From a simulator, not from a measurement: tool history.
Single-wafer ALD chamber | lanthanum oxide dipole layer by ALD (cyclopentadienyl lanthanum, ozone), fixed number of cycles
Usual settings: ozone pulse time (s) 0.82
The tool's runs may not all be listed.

| run | hour | ozone pulse time (s) | wafers since the last listed run | hours since the last thermocouple change | hours since the last ozone generator service | hours since the showerhead was replaced | hours since the gauge calibration | read-back reference wafer on the same gauge, thickness_nm | mean film thickness on the monitor wafer (nm) |
|---|---|---|---|---|---|---|---|---|---|
| 1 | 0 | 0.82 | 0 | 1745.9 | 520.9 | 5117.9 | 67.8 | 0.447 | 0.445 |
| 2 | 26.4 | 0.82 | 567 | 1772.3 | 547.3 | 5144.3 | 94.2 | 0.447 | 0.444 |
| 3 | 61.5 | 0.82 | 755 | 1807.4 | 582.4 | 5179.4 | 129.3 | 0.446 | 0.442 |
| 4 | 90.8 | 0.82 | 630 | 1836.7 | 611.7 | 5208.7 | 158.6 | 0.447 | 0.441 |
| 5 | 106.6 | 0.71 | 339 | 1852.5 | 627.5 | 5224.5 | 174.4 | 0.447 | 0.42 |
| 6 | 138.7 | 0.71 | 690 | 1884.6 | 659.6 | 5256.6 | 206.5 | 0.446 | 0.42 |
|  | 154.1 | ozone generator serviced |
| 7 | 167.1 | 0.71 | 438 | 1913 | 13 | 5285 | 234.9 | 0.447 | 0.439 |
| 8 | 202.7 | 0.58 | 765 | 1948.6 | 48.6 | 5320.6 | 270.5 | 0.447 | 0.401 |
| 9 | 238.2 | 0.58 | 763 | 1984.1 | 84.1 | 5356.1 | 306 | 0.447 | 0.397 |
| 10 | 254.4 | 0.99 | 348 | 2000.3 | 100.3 | 5372.3 | 322.2 | 0.448 | 0.485 |
| 11 | 273.9 | 0.82 | 419 | 2019.8 | 119.8 | 5391.8 | 341.7 | 0.448 | 0.453 |
|  | 306.3 | thermocouple changed; heater temperature recalibrated |
| 12 | 309.8 | 1.14 | 600 | 3.5 | 155.7 | 5427.7 | 377.6 | 0.447 | 0.503 |
| 13 | 326.9 | 1.02 | 367 | 20.6 | 172.8 | 5444.8 | 394.7 | 0.447 | 0.489 |
|  | 326.9 | gauge calibrated |
|  | 348.3 | showerhead replaced |
| 14 | 399.1 | 1.12 | 1381 | 92.8 | 245 | 50.8 | 72.2 | 0.448 | 0.499 |
| 15 | 415.7 | 0.49 | 357 | 109.4 | 261.6 | 67.4 | 88.8 | 0.447 | 0.358 |
| 16 | 436 | 0.82 | 436 | 129.7 | 281.9 | 87.7 | 109.1 | 0.447 | 0.452 |

Measured less the same run without the tool's hidden state. The same run-to-run variation is in both; the gauge's scatter may not be:
The hidden state here: wafer temperature above the value expected at the setpoint (K); ozone dose above that of a generator just serviced (%); gauge reads high (%).
| run | mean film thickness on the monitor wafer (nm) |
|---|---|
| 1 | -0.022 |
| 2 | -0.021 |
| 3 | -0.022 |
| 4 | -0.022 |
| 5 | -0.024 |
| 6 | -0.024 |
| 7 | -0.002 |
| 8 | -0.005 |
| 9 | -0.008 |
| 10 | -0.007 |
| 11 | -0.009 |
| 12 | -0.009 |
| 13 | -0.01 |
| 14 | -0.012 |
| 15 | -0.018 |
| 16 | -0.017 |

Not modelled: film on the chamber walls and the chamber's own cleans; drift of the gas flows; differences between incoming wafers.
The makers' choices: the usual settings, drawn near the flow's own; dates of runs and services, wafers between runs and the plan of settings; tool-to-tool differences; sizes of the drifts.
